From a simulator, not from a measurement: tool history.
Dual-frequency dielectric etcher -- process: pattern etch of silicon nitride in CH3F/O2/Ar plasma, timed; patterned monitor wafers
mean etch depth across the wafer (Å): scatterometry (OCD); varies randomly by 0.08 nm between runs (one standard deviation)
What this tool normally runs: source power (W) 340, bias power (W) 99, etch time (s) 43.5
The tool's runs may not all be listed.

| run | day | source power (W) | bias power (W) | etch time (s) | wafers since the last listed run | hours since the last wet clean | hours since the last source power generator calibration | hours since the last bias power generator calibration | hours since the last upper electrode change | hours since the gauge calibration | read-back reference wafer on the same gauge, depth_nm | mean etch depth across the wafer (Å) |
|---|---|---|---|---|---|---|---|---|---|---|---|---|
| 1 | 0 | 340 | 99 | 43.5 | 0 | 356.4 | 15.5 | 2012.5 | 4012.2 | 1829.7 | 33.9 | 334.1 |
| 2 | 2.675 | 340 | 99 | 43.5 | 581 | 420.6 | 79.7 | 2076.7 | 4076.4 | 1893.9 | 33.92 | 334.7 |
|  | 6.167 | upper electrode replaced |
| 3 | 6.188 | 340 | 99 | 43.5 | 546 | 504.9 | 164 | 2161 | 0.5 | 1978.2 | 33.91 | 332.7 |
| 4 | 8.125 | 340 | 99 | 48.5 | 421 | 551.4 | 210.5 | 2207.5 | 47 | 2024.7 | 33.9 | 372 |
|  | 10.271 | wet clean of the chamber |
| 5 | 16.658 | 340 | 99 | 48.5 | 1638 | 153.3 | 415.3 | 2412.3 | 251.8 | 2229.5 | 33.93 | 372.2 |
| 6 | 19.108 | 340 | 99 | 48.5 | 532 | 212.1 | 474.1 | 2471.1 | 310.6 | 2288.3 | 33.91 | 372.1 |
| 7 | 21.092 | 340 | 93 | 43.5 | 431 | 259.7 | 521.7 | 2518.7 | 358.2 | 2335.9 | 33.87 | 321.6 |
| 8 | 22.796 | 340 | 99 | 37.5 | 370 | 300.6 | 562.6 | 2559.6 | 399.1 | 2376.8 | 33.89 | 288.2 |
| 9 | 25.112 | 380 | 116 | 49.5 | 503 | 356.2 | 618.2 | 2615.2 | 454.7 | 2432.4 | 33.91 | 435.4 |
| 10 | 27.012 | 400 | 124 | 49.5 | 413 | 401.8 | 663.8 | 2660.8 | 500.3 | 2478 | 33.91 | 459.8 |
| 11 | 29.417 | 340 | 99 | 43.5 | 522 | 459.5 | 721.5 | 2718.5 | 558 | 2535.7 | 33.91 | 332.8 |
|  | 32.383 | bias power generator calibrated |
| 12 | 32.404 | 340 | 99 | 43.5 | 613 | 531.2 | 793.2 | 0.5 | 629.7 | 2607.4 | 33.89 | 333.6 |
|  | 34.108 | wet clean of the chamber |
| 13 | 34.129 | 390 | 115 | 35 | 157 | 0.5 | 834.6 | 41.9 | 671.1 | 2648.8 | 33.9 | 310.4 |
| 14 | 36.438 | 340 | 111 | 32 | 501 | 55.9 | 890 | 97.3 | 726.5 | 2704.2 | 33.92 | 262.9 |
| 15 | 38.079 | 340 | 99 | 43.5 | 357 | 95.3 | 929.4 | 136.7 | 765.9 | 2743.6 | 33.92 | 334 |

Run 16 is up next; what results do you expect?
| 16 | 39.633 | 420 | 74 | 43.5 | 337 | 132.6 | 966.7 | 174 | 803.2 | 2780.9 | ? | ? |

read-back reference wafer on the same gauge, depth_nm: 33.89
mean etch depth across the wafer (Å): 307.5
On a tool with no hidden condition, and with the same random variation, this run would have come out at mean etch depth across the wafer (Å) 307.5.
